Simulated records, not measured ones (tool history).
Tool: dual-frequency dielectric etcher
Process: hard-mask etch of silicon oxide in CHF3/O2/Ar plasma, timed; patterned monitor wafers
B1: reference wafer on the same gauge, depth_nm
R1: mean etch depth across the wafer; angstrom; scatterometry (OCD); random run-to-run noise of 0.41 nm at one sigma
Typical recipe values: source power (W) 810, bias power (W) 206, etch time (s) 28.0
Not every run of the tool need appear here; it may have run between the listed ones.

run 1 hour=0.0 | source_power_(W)=810 bias_power_(W)=206 etch_time_(s)=28.0 | B1=77.2 | R1=681
-- hour=99.0 wet clean of the chamber
run 2 hour=99.5 | source_power_(W)=810 bias_power_(W)=206 etch_time_(s)=28.0 | B1=77.3 | R1=680
-- hour=144.1 source power generator calibrated
run 3 hour=192.5 | source_power_(W)=810 bias_power_(W)=206 etch_time_(s)=28.0 | B1=77.5 | R1=688
run 4 hour=273.1 | source_power_(W)=810 bias_power_(W)=206 etch_time_(s)=28.0 | B1=77.6 | R1=684
run 5 hour=328.4 | source_power_(W)=810 bias_power_(W)=206 etch_time_(s)=28.0 | B1=77.6 | R1=684
run 6 hour=426.8 | source_power_(W)=810 bias_power_(W)=206 etch_time_(s)=28.0 | B1=77.7 | R1=685
run 7 hour=483.8 | source_power_(W)=810 bias_power_(W)=249 etch_time_(s)=28.0 | B1=77.8 | R1=737
run 8 hour=526.7 | source_power_(W)=810 bias_power_(W)=206 etch_time_(s)=28.0 | B1=77.9 | R1=690
run 9 hour=656.8 | source_power_(W)=700 bias_power_(W)=222 etch_time_(s)=28.0 | B1=77.9 | R1=645
-- hour=661.9 bias power generator calibrated
run 10 hour=694.9 | source_power_(W)=650 bias_power_(W)=258 etch_time_(s)=28.0 | B1=78.0 | R1=651
-- hour=782.4 wet clean of the chamber
run 11 hour=796.6 | source_power_(W)=810 bias_power_(W)=206 etch_time_(s)=28.0 | B1=78.3 | R1=686
run 12 hour=876.8 | source_power_(W)=810 bias_power_(W)=206 etch_time_(s)=28.0 | B1=78.4 | R1=691
run 13 hour=922.2 | source_power_(W)=810 bias_power_(W)=206 etch_time_(s)=28.0 | B1=78.4 | R1=689
run 14 hour=961.3 | source_power_(W)=810 bias_power_(W)=206 etch_time_(s)=28.0 | B1=78.4 | R1=687
run 15 hour=1010.6 | source_power_(W)=810 bias_power_(W)=250 etch_time_(s)=35.0 | B1=78.4 | R1=931
run 16 hour=1108.1 | source_power_(W)=810 bias_power_(W)=181 etch_time_(s)=32.0 | B1=78.7 | R1=748
run 17 hour=1149.2 | source_power_(W)=810 bias_power_(W)=206 etch_time_(s)=28.0 | B1=78.8 | R1=691
run 18 hour=1214.0 | source_power_(W)=710 bias_power_(W)=206 etch_time_(s)=34.0 | B1=78.6 | R1=774
run 19 hour=1299.6 | source_power_(W)=860 bias_power_(W)=190 etch_time_(s)=24.5 | B1=78.9 | R1=608
-- hour=1410.8 wet clean of the chamber
-- hour=1484.9 gauge calibrated
run 20 hour=1582.3 | source_power_(W)=810 bias_power_(W)=206 etch_time_(s)=28.0 | B1=76.3 | R1=664
run 21 hour=1642.9 | source_power_(W)=700 bias_power_(W)=236 etch_time_(s)=24.0 | B1=76.4 | R1=555
run 22 hour=1710.3 | source_power_(W)=810 bias_power_(W)=228 etch_time_(s)=28.0 | B1=76.5 | R1=702
run 23 hour=1753.2 | source_power_(W)=810 bias_power_(W)=242 etch_time_(s)=35.5 | B1=76.5 | R1=911
run 24 hour=1808.4 | source_power_(W)=810 bias_power_(W)=244 etch_time_(s)=30.5 | B1=76.7 | R1=792
run 25 hour=1913.5 | source_power_(W)=810 bias_power_(W)=158 etch_time_(s)=36.0 | B1=76.8 | R1=772
run 26 hour=2009.5 | source_power_(W)=880 bias_power_(W)=206 etch_time_(s)=28.0 | B1=76.8 | R1=714
-- hour=2083.6 wet clean of the chamber
run 27 hour=2091.7 | source_power_(W)=810 bias_power_(W)=206 etch_time_(s)=28.0 | B1=76.9 | R1=679
run 28 hour=2133.8 | source_power_(W)=650 bias_power_(W)=206 etch_time_(s)=28.0 | B1=77.0 | R1=580
run 29 hour=2219.2 | source_power_(W)=810 bias_power_(W)=159 etch_time_(s)=28.0 | B1=77.1 | R1=611

A few steps of R1 between consecutive runs. Split each: what settings, incoming material and random variation would produce without the hidden state, and what is left over for the hidden state, along with gauge scatter present in only one of the two compared results (measured, and without hidden state):
Unlogged tool condition in this case: etch rate over this chamber's usual, %; source power that arrives over what is set, %; bias power that arrives over what is set, %; gauge reads high (%).
Run 14 -> 15: bias power (W) 206 -> 250, etch time (s) 28.0 -> 35.0. R1 +244 angstrom: hidden state +8, all else +236.
Run 19 -> 20: source power (W) 860 -> 810, bias power (W) 190 -> 206, etch time (s) 24.5 -> 28.0, wet clean of the chamber, gauge calibrated. R1 +56 angstrom: hidden state -19, all else +75.
Run 22 -> 23: bias power (W) 228 -> 242, etch time (s) 28.0 -> 35.5. R1 +209 angstrom: hidden state +1, all else +208.
